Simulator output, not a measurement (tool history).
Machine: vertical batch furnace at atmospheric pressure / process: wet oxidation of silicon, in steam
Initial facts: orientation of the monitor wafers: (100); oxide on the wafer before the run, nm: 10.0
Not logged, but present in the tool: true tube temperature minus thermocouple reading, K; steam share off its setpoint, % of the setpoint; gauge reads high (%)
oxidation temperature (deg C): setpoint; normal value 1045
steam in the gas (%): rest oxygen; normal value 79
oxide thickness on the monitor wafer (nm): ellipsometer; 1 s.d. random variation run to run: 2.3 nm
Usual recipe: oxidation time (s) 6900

run	day	oxidation temperature (deg C)	oxidation time (s)	steam in the gas (%)	wafers since the last listed run	hours since the last temperature calibration	hours since the steam generator was serviced	hours since the gauge calibration	read-back reference wafer on the same gauge, thickness	oxide thickness on the monitor wafer (nm)
1	0	1045	6900	74	0	1575.5	2381.1	178	765.86	682.28
2	1.775	1045	6900	82	695	1618.1	2423.7	220.6	765.98	723.3
3	3.679	1045	6900	79	746	1663.8	2469.4	266.3	765.47	712.14
4	4.821	1045	6900	70	447	1691.2	2496.8	293.7	766.19	658.66
5	7.746	1045	6900	70	1146	1761.4	2567	363.9	765.92	662.02
6	9.421	1045	6900	70	656	1801.6	2607.2	404.1	766.16	662.21
7	11.612	1045	6900	71	858	1854.2	2659.8	456.7	766.23	669.05
8	14.171	1045	6900	79	1002	1915.6	2721.2	518.1	766.3	712.88
9	15.758	1045	6900	79	622	1953.7	2759.3	556.2	766.64	706.48
# day 17.742: steam generator serviced
10	18.475	1035	6900	79	672	2018.9	17.6	621.4	765.46	679.41
# day 19.317: gauge calibrated
# day 26.592: thermocouples replaced and temperature profile calibrated
11	27.396	1045	6900	89	3103	19.3	231.7	193.9	765.3	744.22
12	28.954	1034	6900	67	610	56.7	269.1	231.3	766.43	600.11
13	30.238	1045	6900	79	502	87.5	299.9	262.1	765.52	704.3
14	31.758	1045	3540	85	595	124	336.4	298.6	766.23	493.12
15	34.562	1034	8730	71	1098	191.3	403.7	365.9	766.59	715.52
16	35.583	1028	6900	79	400	215.8	428.2	390.4	764.92	644.84
17	37.05	1058	9240	90	574	251	463.4	425.6	766.6	947.36
18	39.483	1045	4830	83	953	309.4	521.8	484	765.4	583.44
19	42.217	1038	8580	79	1071	375	587.4	549.6	765.88	770.39
20	43.412	1045	6900	79	468	403.7	616.1	578.3	765.85	700.29
21	44.846	1045	5520	79	561	438.1	650.5	612.7	765.22	614.21
22	46.212	1045	6900	88	535	470.9	683.3	645.5	765.93	749.25

Selected run-to-run steps in oxide thickness on the monitor wafer (nm), each split into two signed amounts: the part the tool would show with no hidden state at all (from settings, incoming material and random variation), and the remainder, which goes to the hidden state together with any gauge scatter not common to the measured and the hidden-state-free results:
Run 10 -> 11: oxidation temperature (deg C) 1035 -> 1045, steam in the gas (%) 79 -> 89, gauge calibrated, thermocouples replaced and temperature profile calibrated. oxide thickness on the monitor wafer (nm) +64.81: hidden state -13.94, all else +78.75.
Run 16 -> 17: oxidation temperature (deg C) 1028 -> 1058, oxidation time (s) 6900 -> 9240, steam in the gas (%) 79 -> 90. oxide thickness on the monitor wafer (nm) +302.52: hidden state +0.77, all else +301.75.
Run 17 -> 18: oxidation temperature (deg C) 1058 -> 1045, oxidation time (s) 9240 -> 4830, steam in the gas (%) 90 -> 83. oxide thickness on the monitor wafer (nm) -363.92: hidden state -0.59, all else -363.33.
Run 18 -> 19: oxidation temperature (deg C) 1045 -> 1038, oxidation time (s) 4830 -> 8580, steam in the gas (%) 83 -> 79. oxide thickness on the monitor wafer (nm) +186.95: hidden state +1.29, all else +185.66.
